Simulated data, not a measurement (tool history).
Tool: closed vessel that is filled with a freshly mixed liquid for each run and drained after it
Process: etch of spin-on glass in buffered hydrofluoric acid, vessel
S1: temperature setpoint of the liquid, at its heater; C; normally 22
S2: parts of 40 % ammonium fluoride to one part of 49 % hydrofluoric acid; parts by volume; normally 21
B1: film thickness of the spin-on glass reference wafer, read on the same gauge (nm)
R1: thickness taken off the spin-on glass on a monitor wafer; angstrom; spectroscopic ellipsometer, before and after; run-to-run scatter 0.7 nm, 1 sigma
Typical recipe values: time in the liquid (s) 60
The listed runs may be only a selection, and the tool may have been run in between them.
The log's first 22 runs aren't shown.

At hour 588.3: thermometer replaced.
Run 23, hour 601.4: usual settings but S2 25.5 parts by volume; B1 39.95. Result: R1 833.3 angstrom.
At hour 611.4: gauge calibrated.
Run 24, hour 615.4: usual settings but S1 26.5 C, S2 27.5 parts by volume, time in the liquid (s) 40; B1 39.95. Result: R1 671.4 angstrom.
Run 25, hour 647: usual settings but S2 24 parts by volume; B1 40.02. Result: R1 865.9 angstrom.
Run 26, hour 673.9: usual settings but S2 13 parts by volume, time in the liquid (s) 85; B1 40. Result: R1 2118.4 angstrom.
Run 27, hour 688.6: usual settings but S1 26 C; B1 39.98. Result: R1 1178.4 angstrom.
Run 28, hour 722.9: usual settings but S2 23.5 parts by volume; B1 39.93. Result: R1 883.7 angstrom.
Run 29, hour 740: usual settings; B1 40.05. Result: R1 951 angstrom.
Run 30, hour 770.1: usual settings but S1 26 C; B1 39.99. Result: R1 1163.5 angstrom.
Run 31, hour 798.7: usual settings but S1 26 C, S2 27 parts by volume, time in the liquid (s) 35; B1 40.05. Result: R1 584.8 angstrom.
Run 32, hour 832: usual settings but S2 27.5 parts by volume, time in the liquid (s) 80; B1 39.99. Result: R1 1039.8 angstrom.

Consider 5 possible next runs. They are alternatives, not a sequence: every one starts from the tool as it was left by run 32. What does each give?
Run A, hour 832.7: usual settings; B1 ?. Result: R1 ?.
Run B, hour 832.7: usual settings but S2 14.5 parts by volume; B1 ?. Result: R1 ?.
Run C, hour 832.7: usual settings but S1 17 C; B1 ?. Result: R1 ?.
Run D, hour 832.7: usual settings but S1 19.5 C, time in the liquid (s) 75; B1 ?. Result: R1 ?.
Run E, hour 832.7: usual settings but S1 20 C, time in the liquid (s) 75; B1 ?. Result: R1 ?.

run     B1      R1
  A  39.96   944.8
  B  39.96  1341.4
  C  39.96   712.7
  D  39.96  1026.9
  E  39.96  1056.2
What these runs would have given with no unlogged condition in the tool:
run      R1
  A   944.8
  B  1341.4
  C   712.7
  D  1026.9
  E  1056.2
